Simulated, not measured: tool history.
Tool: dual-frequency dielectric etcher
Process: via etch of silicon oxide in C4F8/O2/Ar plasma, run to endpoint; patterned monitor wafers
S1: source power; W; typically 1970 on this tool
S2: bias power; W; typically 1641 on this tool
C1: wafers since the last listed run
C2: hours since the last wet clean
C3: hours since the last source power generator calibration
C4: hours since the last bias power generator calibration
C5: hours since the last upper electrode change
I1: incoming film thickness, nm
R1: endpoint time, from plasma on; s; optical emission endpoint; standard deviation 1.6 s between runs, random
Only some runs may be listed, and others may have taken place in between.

run,hour,S1,S2,C1,C2,C3,C4,C5,I1,R1
1,0,1970,1641,0,164.3,1448,1439.9,4891.6,1508.2,279.3
2,61.4,1970,1641,495,225.7,1509.4,1501.3,4953,1530.7,281.1
3,148.4,1970,1641,702,312.7,1596.4,1588.3,5040,1520.7,278.2
4,199,1970,1641,408,363.3,1647,1638.9,5090.6,1517.2,277.7
5,239.8,1970,1641,329,404.1,1687.8,1679.7,5131.4,1520.7,277.2
# hour 256.1: bias power generator calibrated
6,309.5,1740,1641,530,473.8,1757.5,53.4,5201.1,1511.1,288.8
# hour 406.2: source power generator calibrated
7,406.7,1970,1433,752,571,0.5,150.6,5298.3,1515.1,284.9
# hour 435.8: wet clean of the chamber
8,449.7,1820,1257,153,13.9,43.5,193.6,5341.3,1512.5,317.5
9,489.5,2130,2036,321,53.7,83.3,233.4,5381.1,1516.9,251.5
10,538.3,1970,1641,393,102.5,132.1,282.2,5429.9,1513.4,283
# hour 598: upper electrode replaced
11,598.5,1970,1502,292,162.7,192.3,342.4,0.5,1520.5,286.2

Predict the results of run 12:
12,639.4,2230,1641,330,203.6,233.2,383.3,41.4,1524.6,?

{"run 12": {"R1": 264.7}}
Take away the tool's hidden state, keep the run-to-run variation as it was, and the same run would have given R1 270.7 s.

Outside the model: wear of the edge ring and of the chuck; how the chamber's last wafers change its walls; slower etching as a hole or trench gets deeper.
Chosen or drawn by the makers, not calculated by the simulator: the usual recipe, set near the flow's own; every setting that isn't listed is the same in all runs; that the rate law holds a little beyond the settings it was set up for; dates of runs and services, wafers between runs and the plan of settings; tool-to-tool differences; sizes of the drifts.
